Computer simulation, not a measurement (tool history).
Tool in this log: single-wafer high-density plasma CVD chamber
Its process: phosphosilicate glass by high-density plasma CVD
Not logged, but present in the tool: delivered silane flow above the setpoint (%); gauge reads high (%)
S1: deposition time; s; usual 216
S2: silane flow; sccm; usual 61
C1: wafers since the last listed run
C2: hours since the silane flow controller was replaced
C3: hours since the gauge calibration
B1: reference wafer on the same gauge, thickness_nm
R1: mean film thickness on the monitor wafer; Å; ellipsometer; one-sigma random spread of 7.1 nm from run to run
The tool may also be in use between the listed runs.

Run 1, day 0: usual settings but S2 70 sccm; C1 0; C2 1464.1; C3 765.3; B1 1312.745. Result: R1 15332.15 Å.
Run 2, day 4.275: usual settings but S2 70 sccm; C1 691; C2 1566.7; C3 867.9; B1 1308.325. Result: R1 15450.34 Å.
Run 3, day 8.558: usual settings; C1 692; C2 1669.5; C3 970.7; B1 1309.13. Result: R1 13436.92 Å.
Run 4, day 12.621: usual settings; C1 656; C2 1767; C3 1068.2; B1 1309.539. Result: R1 13623.1 Å.
Run 5, day 14.633: usual settings; C1 325; C2 1815.3; C3 1116.5; B1 1309.969. Result: R1 13627.18 Å.
At day 18.112: silane flow controller replaced.
Run 6, day 18.133: usual settings; C1 512; C2 0.5; C3 1200.5; B1 1308.418. Result: R1 12033.08 Å.
Run 7, day 20.867: usual settings; C1 442; C2 66.1; C3 1266.1; B1 1311.114. Result: R1 12132.64 Å.
Run 8, day 23.712: usual settings; C1 460; C2 134.4; C3 1334.4; B1 1310.66. Result: R1 12061.14 Å.
Run 9, day 26.462: usual settings; C1 444; C2 200.4; C3 1400.4; B1 1309.94. Result: R1 12029.59 Å.
At day 27.05: gauge calibrated.
Run 10, day 30.208: usual settings but S1 176 s, S2 73 sccm; C1 605; C2 290.3; C3 75.8; B1 1307.431. Result: R1 11720.58 Å.
At day 31.796: silane flow controller replaced, repeated, since the last time left the tool worse.
Run 11, day 33.079: usual settings but S1 239 s; C1 410; C2 30.8; C3 144.7; B1 1308.27. Result: R1 14466.44 Å.
Run 12, day 35.067: usual settings; C1 321; C2 78.5; C3 192.4; B1 1311.09. Result: R1 13052.54 Å.
Run 13, day 38.838: usual settings; C1 609; C2 169; C3 282.9; B1 1311.652. Result: R1 13039.25 Å.
Run 14, day 42.321: usual settings but S1 177 s; C1 563; C2 252.6; C3 366.5; B1 1309.971. Result: R1 10785.68 Å.
Run 15, day 46.233: usual settings but S1 259 s, S2 67 sccm; C1 632; C2 346.5; C3 460.4; B1 1312.744. Result: R1 17320.74 Å.

Run 16, settings as shown, results not yet in. Your forecast:
Run 16, day 48.254: usual settings but S2 55 sccm; C1 326; C2 395; C3 508.9; B1 ?. Result: R1 ?.

Logged for run 16: B1 1311.455, R1 11838.1 Å.
With the hidden condition absent and the run-to-run variation left alone, this run would have shown R1 11820.33 Å.

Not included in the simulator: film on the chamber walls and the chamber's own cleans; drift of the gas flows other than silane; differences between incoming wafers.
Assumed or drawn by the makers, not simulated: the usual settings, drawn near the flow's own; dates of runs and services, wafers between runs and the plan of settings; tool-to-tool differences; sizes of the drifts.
